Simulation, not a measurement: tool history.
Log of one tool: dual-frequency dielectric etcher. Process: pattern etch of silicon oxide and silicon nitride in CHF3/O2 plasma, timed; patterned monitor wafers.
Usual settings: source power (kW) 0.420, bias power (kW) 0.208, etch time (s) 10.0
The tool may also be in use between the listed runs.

run     day  source power (kW)  bias power (kW)  etch time (s)  wafers since the last listed run  hours since the last wet clean  hours since the last source power generator calibration  hours since the last bias power generator calibration  hours since the last upper electrode change  hours since the gauge calibration  read-back reference wafer on the same gauge, depth_nm  mean etch depth across the wafer (Å)
  1   0.000              0.390            0.208           10.0                                 0                           149.3                                                   4406.7                                                 1525.9                                       5446.8                              367.8                                                   9.79                                 116.8
  2   3.971              0.390            0.208           10.0                              1818                           244.6                                                   4502.0                                                 1621.2                                       5542.1                              463.1                                                   9.80                                 115.1
  3   4.596              0.360            0.190           10.0                               286                           259.6                                                   4517.0                                                 1636.2                                       5557.1                              478.1                                                   9.81                                 110.1
  4   5.958              0.360            0.190           10.0                               624                           292.3                                                   4549.7                                                 1668.9                                       5589.8                              510.8                                                   9.80                                 110.0
  5   6.596              0.360            0.190           10.0                               291                           307.6                                                   4565.0                                                 1684.2                                       5605.1                              526.1                                                   9.78                                 109.6
  6   7.729              0.420            0.169           10.0                               519                           334.8                                                   4592.2                                                 1711.4                                       5632.3                              553.3                                                   9.81                                 106.1
      8.283  -- bias power generator calibrated
  7   9.021              0.420            0.208            8.5                               515                           365.8                                                   4623.2                                                   17.7                                       5663.3                              584.3                                                   9.81                                 100.2
      9.733  -- gauge calibrated
  8  10.258              0.420            0.208            8.5                               566                           395.5                                                   4652.9                                                   47.4                                       5693.0                               12.6                                                   9.80                                  99.8
  9  11.679              0.470            0.208           10.0                               650                           429.6                                                   4687.0                                                   81.5                                       5727.1                               46.7                                                   9.81                                 118.7
 10  12.333              0.420            0.208            9.0                               299                           445.3                                                   4702.7                                                   97.2                                       5742.8                               62.4                                                   9.80                                 104.2
 11  13.792              0.490            0.164           12.0                               667                           480.3                                                   4737.7                                                  132.2                                       5777.8                               97.4                                                   9.79                                 130.9
 12  14.733              0.470            0.242           10.0                               431                           502.9                                                   4760.3                                                  154.8                                       5800.4                              120.0                                                   9.81                                 126.2
     16.867  -- upper electrode replaced
     16.917  -- wet clean of the chamber
 13  16.938              0.460            0.259            9.0                               530                             0.5                                                   4813.2                                                  207.7                                          1.7                              172.9                                                   9.80                                 120.3
 14  17.333              0.420            0.229           10.0                               181                            10.0                                                   4822.7                                                  217.2                                         11.2                              182.4                                                   9.81                                 123.8
     17.571  -- source power generator calibrated
 15  18.279              0.330            0.208           10.0                               356                            32.7                                                     17.0                                                  239.9                                         33.9                              205.1                                                   9.81                                 114.2
 16  19.092              0.420            0.167           12.5                               372                            52.2                                                     36.5                                                  259.4                                         53.4                              224.6                                                   9.79                                 135.4

Forecast run 17:
 17  20.150              0.420            0.193           10.0                               484                            77.6                                                     61.9                                                  284.8                                         78.8                              250.0                                                      ?                                     ?

read-back reference wafer on the same gauge, depth_nm: 9.80
mean etch depth across the wafer (Å): 115.8
Without the tool's hidden state the same run would have given mean etch depth across the wafer (Å) 115.9.

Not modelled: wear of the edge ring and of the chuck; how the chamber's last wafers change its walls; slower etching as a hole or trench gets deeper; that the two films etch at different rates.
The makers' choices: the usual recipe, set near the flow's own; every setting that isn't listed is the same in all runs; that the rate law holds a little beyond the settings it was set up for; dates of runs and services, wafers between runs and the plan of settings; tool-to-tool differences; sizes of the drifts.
